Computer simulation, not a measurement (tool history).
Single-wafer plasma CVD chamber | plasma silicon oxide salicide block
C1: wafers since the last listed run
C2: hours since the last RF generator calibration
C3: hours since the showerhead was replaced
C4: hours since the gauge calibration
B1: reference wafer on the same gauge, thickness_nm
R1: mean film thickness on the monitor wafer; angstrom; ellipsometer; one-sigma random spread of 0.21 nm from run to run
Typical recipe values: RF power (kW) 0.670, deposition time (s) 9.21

run 1 hour=0.0 | RF_power_(kW)=0.625 deposition_time_(s)=9.21 | C1=0 C2=964.5 C3=3359.1 C4=58.6 | B1=112.029 | R1=1015.63
run 2 hour=12.2 | RF_power_(kW)=0.625 deposition_time_(s)=9.21 | C1=215 C2=976.7 C3=3371.3 C4=70.8 | B1=111.968 | R1=1014.64
run 3 hour=25.2 | RF_power_(kW)=0.625 deposition_time_(s)=9.21 | C1=229 C2=989.7 C3=3384.3 C4=83.8 | B1=111.961 | R1=1011.21
run 4 hour=42.4 | RF_power_(kW)=0.670 deposition_time_(s)=8.47 | C1=304 C2=1006.9 C3=3401.5 C4=101.0 | B1=111.992 | R1=948.17
run 5 hour=77.1 | RF_power_(kW)=0.670 deposition_time_(s)=9.21 | C1=613 C2=1041.6 C3=3436.2 C4=135.7 | B1=112.114 | R1=1030.68
run 6 hour=110.8 | RF_power_(kW)=0.670 deposition_time_(s)=9.21 | C1=596 C2=1075.3 C3=3469.9 C4=169.4 | B1=112.009 | R1=1030.71
-- hour=137.8 RF generator calibrated
run 7 hour=138.3 | RF_power_(kW)=0.670 deposition_time_(s)=9.21 | C1=344 C2=0.5 C3=3497.4 C4=196.9 | B1=111.981 | R1=1028.60
run 8 hour=154.4 | RF_power_(kW)=0.670 deposition_time_(s)=9.21 | C1=284 C2=16.6 C3=3513.5 C4=213.0 | B1=111.945 | R1=1032.10
run 9 hour=177.4 | RF_power_(kW)=0.770 deposition_time_(s)=10.48 | C1=406 C2=39.6 C3=3536.5 C4=236.0 | B1=111.952 | R1=1197.34
-- hour=192.0 gauge calibrated
run 10 hour=210.6 | RF_power_(kW)=0.630 deposition_time_(s)=10.66 | C1=587 C2=72.8 C3=3569.7 C4=18.6 | B1=112.079 | R1=1177.26
run 11 hour=227.6 | RF_power_(kW)=0.670 deposition_time_(s)=9.21 | C1=300 C2=89.8 C3=3586.7 C4=35.6 | B1=112.046 | R1=1028.67
run 12 hour=251.8 | RF_power_(kW)=0.595 deposition_time_(s)=10.50 | C1=428 C2=114.0 C3=3610.9 C4=59.8 | B1=112.004 | R1=1146.85
run 13 hour=285.2 | RF_power_(kW)=0.580 deposition_time_(s)=9.21 | C1=590 C2=147.4 C3=3644.3 C4=93.2 | B1=112.035 | R1=1003.90
run 14 hour=309.8 | RF_power_(kW)=0.705 deposition_time_(s)=10.53 | C1=435 C2=172.0 C3=3668.9 C4=117.8 | B1=112.121 | R1=1189.34
-- hour=324.3 showerhead replaced
run 15 hour=339.4 | RF_power_(kW)=0.745 deposition_time_(s)=10.88 | C1=382 C2=201.6 C3=15.1 C4=147.4 | B1=111.998 | R1=1246.59
-- hour=428.7 gauge calibrated
run 16 hour=431.7 | RF_power_(kW)=0.670 deposition_time_(s)=9.21 | C1=1632 C2=293.9 C3=107.4 C4=3.0 | B1=112.083 | R1=1028.31

Below are 5 alternative next runs, each starting from the tool's condition after run 16. Predict each:
run A hour=432.1 | RF_power_(kW)=0.670 deposition_time_(s)=10.25 | C1=7 C2=294.3 C3=107.8 C4=3.4 | B1=? | R1=?
run B hour=432.1 | RF_power_(kW)=0.670 deposition_time_(s)=8.28 | C1=7 C2=294.3 C3=107.8 C4=3.4 | B1=? | R1=?
run C hour=432.1 | RF_power_(kW)=0.570 deposition_time_(s)=8.31 | C1=7 C2=294.3 C3=107.8 C4=3.4 | B1=? | R1=?
run D hour=432.1 | RF_power_(kW)=0.545 deposition_time_(s)=9.82 | C1=7 C2=294.3 C3=107.8 C4=3.4 | B1=? | R1=?
run E hour=432.1 | RF_power_(kW)=0.670 deposition_time_(s)=11.02 | C1=7 C2=294.3 C3=107.8 C4=3.4 | B1=? | R1=?

run=A B1=112.105 R1=1140.34
run=B B1=112.105 R1=921.17
run=C B1=112.105 R1=897.61
run=D B1=112.105 R1=1052.41
run=E B1=112.105 R1=1226.00
Without the tool's unlogged condition, the same runs would have read:
run=A R1=1140.34
run=B R1=921.17
run=C R1=897.61
run=D R1=1052.41
run=E R1=1226.00

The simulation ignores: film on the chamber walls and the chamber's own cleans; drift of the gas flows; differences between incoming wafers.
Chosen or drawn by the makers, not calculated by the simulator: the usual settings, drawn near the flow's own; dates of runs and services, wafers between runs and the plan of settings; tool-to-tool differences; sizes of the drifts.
